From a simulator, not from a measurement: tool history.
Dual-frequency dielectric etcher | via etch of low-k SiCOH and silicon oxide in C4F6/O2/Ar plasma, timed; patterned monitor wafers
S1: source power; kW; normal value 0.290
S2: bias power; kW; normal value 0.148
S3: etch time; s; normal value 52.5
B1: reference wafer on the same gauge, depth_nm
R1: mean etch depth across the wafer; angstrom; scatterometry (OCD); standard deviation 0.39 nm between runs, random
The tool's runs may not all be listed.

| run | hour | S1 | S2 | S3 | B1 | R1 |
|---|---|---|---|---|---|---|
| 1 | 0.0 | 0.290 | 0.148 | 52.5 | 90.0 | 1140 |
| 2 | 16.7 | 0.320 | 0.137 | 52.5 | 89.9 | 1176 |
| 3 | 23.2 | 0.320 | 0.137 | 52.5 | 90.0 | 1173 |
| 4 | 39.0 | 0.240 | 0.148 | 52.5 | 90.0 | 1020 |
| 5 | 45.5 | 0.240 | 0.148 | 52.5 | 89.9 | 1020 |
| 6 | 54.4 | 0.240 | 0.148 | 52.5 | 89.9 | 1018 |
|  | 81.9 | wet clean of the chamber |
| 7 | 82.4 | 0.290 | 0.148 | 43.5 | 90.1 | 915 |
| 8 | 82.7 | 0.330 | 0.148 | 52.5 | 90.0 | 1185 |
| 9 | 84.1 | 0.240 | 0.137 | 67.0 | 89.9 | 1233 |
| 10 | 117.4 | 0.240 | 0.137 | 67.0 | 90.0 | 1235 |
|  | 123.7 | gauge calibrated |
| 11 | 131.9 | 0.290 | 0.134 | 52.5 | 90.0 | 1084 |
|  | 191.8 | upper electrode replaced |
| 12 | 192.3 | 0.330 | 0.130 | 41.5 | 90.0 | 912 |
| 13 | 192.6 | 0.320 | 0.113 | 52.5 | 90.0 | 1095 |
| 14 | 202.9 | 0.330 | 0.121 | 44.5 | 90.1 | 965 |
| 15 | 211.1 | 0.290 | 0.124 | 46.0 | 90.0 | 933 |
|  | 231.1 | source power generator calibrated |
| 16 | 240.6 | 0.290 | 0.148 | 44.0 | 90.0 | 936 |
| 17 | 252.0 | 0.290 | 0.148 | 52.5 | 89.9 | 1116 |
| 18 | 263.0 | 0.290 | 0.148 | 52.5 | 90.0 | 1118 |
|  | 271.7 | bias power generator calibrated |
| 19 | 272.2 | 0.230 | 0.148 | 67.0 | 90.0 | 1243 |
| 20 | 278.9 | 0.290 | 0.148 | 40.5 | 90.0 | 865 |
| 21 | 291.6 | 0.270 | 0.183 | 66.0 | 90.0 | 1439 |
| 22 | 308.1 | 0.340 | 0.138 | 60.5 | 89.9 | 1389 |
| 23 | 315.3 | 0.250 | 0.114 | 52.5 | 90.0 | 960 |
| 24 | 327.0 | 0.290 | 0.115 | 37.0 | 89.9 | 747 |
| 25 | 342.8 | 0.290 | 0.148 | 52.5 | 90.1 | 1137 |
| 26 | 353.5 | 0.290 | 0.148 | 52.5 | 90.1 | 1129 |
| 27 | 362.4 | 0.360 | 0.184 | 52.5 | 89.9 | 1343 |
| 28 | 380.2 | 0.290 | 0.148 | 52.5 | 89.9 | 1131 |
| 29 | 397.4 | 0.290 | 0.181 | 47.0 | 89.9 | 1073 |
| 30 | 410.9 | 0.240 | 0.130 | 60.0 | 89.9 | 1120 |

Consider 4 possible next runs. They are alternatives, not a sequence: every one starts from the tool as it was left by run 30. What does each give?
| A | 411.3 | 0.290 | 0.148 | 52.5 | ? | ? |
| B | 411.3 | 0.290 | 0.174 | 52.5 | ? | ? |
| C | 411.3 | 0.290 | 0.148 | 47.5 | ? | ? |
| D | 411.3 | 0.250 | 0.138 | 38.0 | ? | ? |

| run | B1 | R1 |
|---|---|---|
| A | 89.9 | 1125 |
| B | 89.9 | 1177 |
| C | 89.9 | 1018 |
| D | 89.9 | 732 |
Stripped of hidden state, with their random variation kept, the same runs would have yielded:
| run | R1 |
|---|---|
| A | 1099 |
| B | 1150 |
| C | 994 |
| D | 715 |

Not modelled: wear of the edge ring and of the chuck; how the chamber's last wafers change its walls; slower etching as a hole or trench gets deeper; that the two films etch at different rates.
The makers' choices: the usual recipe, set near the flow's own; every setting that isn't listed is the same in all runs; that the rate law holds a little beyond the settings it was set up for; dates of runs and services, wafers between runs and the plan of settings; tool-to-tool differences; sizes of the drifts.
